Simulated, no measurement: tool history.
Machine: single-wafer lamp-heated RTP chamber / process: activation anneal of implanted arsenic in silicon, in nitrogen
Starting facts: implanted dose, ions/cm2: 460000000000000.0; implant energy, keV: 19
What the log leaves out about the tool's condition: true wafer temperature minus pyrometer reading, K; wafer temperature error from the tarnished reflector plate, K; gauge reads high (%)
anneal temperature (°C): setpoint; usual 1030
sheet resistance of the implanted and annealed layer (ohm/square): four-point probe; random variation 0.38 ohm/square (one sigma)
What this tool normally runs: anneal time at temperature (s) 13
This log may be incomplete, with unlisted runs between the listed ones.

run,hour,anneal temperature (°C),anneal time at temperature (s),wafers since the last listed run,wafers since the last pyrometer calibration,wafers since the reflector plate was cleaned,hours since the gauge calibration,"read-back reference wafer on the same gauge, sheet resistance",sheet resistance of the implanted and annealed layer (ohm/square)
1,0.0,1030,13,0,4496,4076,1346.0,248.89,238.45
2,84.4,1030,13,850,5347,4927,1430.4,249.02,237.87
3,141.4,1030,13,574,5922,5502,1487.4,248.89,238.58
# hour 181.5: pyrometer window cleaned and pyrometer calibrated
# hour 202.6: reflector plate cleaned
4,249.4,1030,13,927,603,471,1595.4,248.92,239.76
5,314.6,1030,13,657,1260,1129,1660.6,249.02,239.19
6,361.9,1030,13,476,1737,1605,1707.9,249.12,238.93
7,455.4,1030,13,942,2679,2548,1801.4,249.05,238.59
8,540.6,1030,13,858,3538,3407,1886.6,248.97,239.49
9,610.1,1030,13,700,4239,4107,1956.1,249.06,238.06
10,662.5,1030,13,528,4767,4635,2008.5,248.98,238.30
# hour 787.5: pyrometer window cleaned and pyrometer calibrated
# hour 816.6: reflector plate cleaned
11,878.0,1030,13,2010,832,618,2224.0,248.86,239.12
12,947.9,1030,13,704,1536,1323,2293.9,249.08,238.68
13,1008.2,1030,13,607,2144,1931,2354.2,249.05,238.80
14,1110.8,1030,17,1034,3178,2965,2456.8,249.07,237.02
15,1206.4,1030,17,963,4142,3928,2552.4,248.99,236.55
16,1248.1,1030,13,420,4562,4349,2594.1,249.05,238.41
# hour 1345.8: pyrometer window cleaned and pyrometer calibrated
17,1346.3,1030,13,909,5,5258,2692.3,248.98,238.29
18,1446.7,1030,13,1011,1017,6270,2792.7,249.08,238.07
# hour 1465.1: reflector plate cleaned
19,1537.4,1011,17,833,1850,728,2883.4,249.03,240.00
# hour 1551.4: gauge calibrated
20,1574.8,1030,13,376,2227,1105,23.4,249.01,238.76
21,1627.2,1030,13,528,2755,1633,75.8,248.93,238.61
22,1699.1,1039,17,724,3480,2358,147.7,249.05,235.23
23,1755.9,1058,9,572,4052,2930,204.5,248.87,237.07
24,1857.0,1002,16,1019,5071,3949,305.6,249.04,241.69
25,1946.1,1030,20,898,5970,4847,394.7,249.01,235.17
# hour 2045.0: reflector plate cleaned
# hour 2059.9: pyrometer window cleaned and pyrometer calibrated
26,2267.3,1030,17,3076,2090,2159,715.9,248.93,237.15
27,2358.7,1030,13,921,3011,3080,807.3,248.86,238.38
28,2502.5,1030,13,1449,4460,4530,951.1,248.85,238.19
# hour 2587.0: reflector plate cleaned
29,2587.5,1017,9,776,5236,5,1036.1,249.16,243.10
30,2638.0,1030,13,509,5745,514,1086.6,248.96,239.40
# hour 2679.0: pyrometer window cleaned and pyrometer calibrated
31,2733.9,1030,11,885,553,1400,1182.5,249.02,239.83
32,2830.4,1030,7,972,1525,2372,1279.0,248.88,242.64
33,2913.2,1030,13,834,2360,3207,1361.8,249.07,238.28
34,2977.6,1038,21,649,3009,3856,1426.2,249.06,233.10
35,3047.0,1048,13,699,3709,4555,1495.6,248.95,235.29
36,3110.2,1030,8,637,4346,5192,1558.8,248.94,241.36

What if the next run were any one of these 4? Each begins from the tool's condition after run 36:
A,3110.6,1030,13,4,4350,5196,1559.2,?,?
B,3110.6,1012,8,4,4350,5196,1559.2,?,?
C,3110.6,1001,15,4,4350,5196,1559.2,?,?
D,3110.6,1050,19,4,4350,5196,1559.2,?,?

run,"read-back reference wafer on the same gauge, sheet resistance",sheet resistance of the implanted and annealed layer (ohm/square)
A,248.97,238.30
B,248.97,243.43
C,248.97,241.35
D,248.97,231.32
Without the tool's unlogged condition, the same runs would have read:
run,sheet resistance of the implanted and annealed layer (ohm/square)
A,239.34
B,244.14
C,242.07
D,232.78
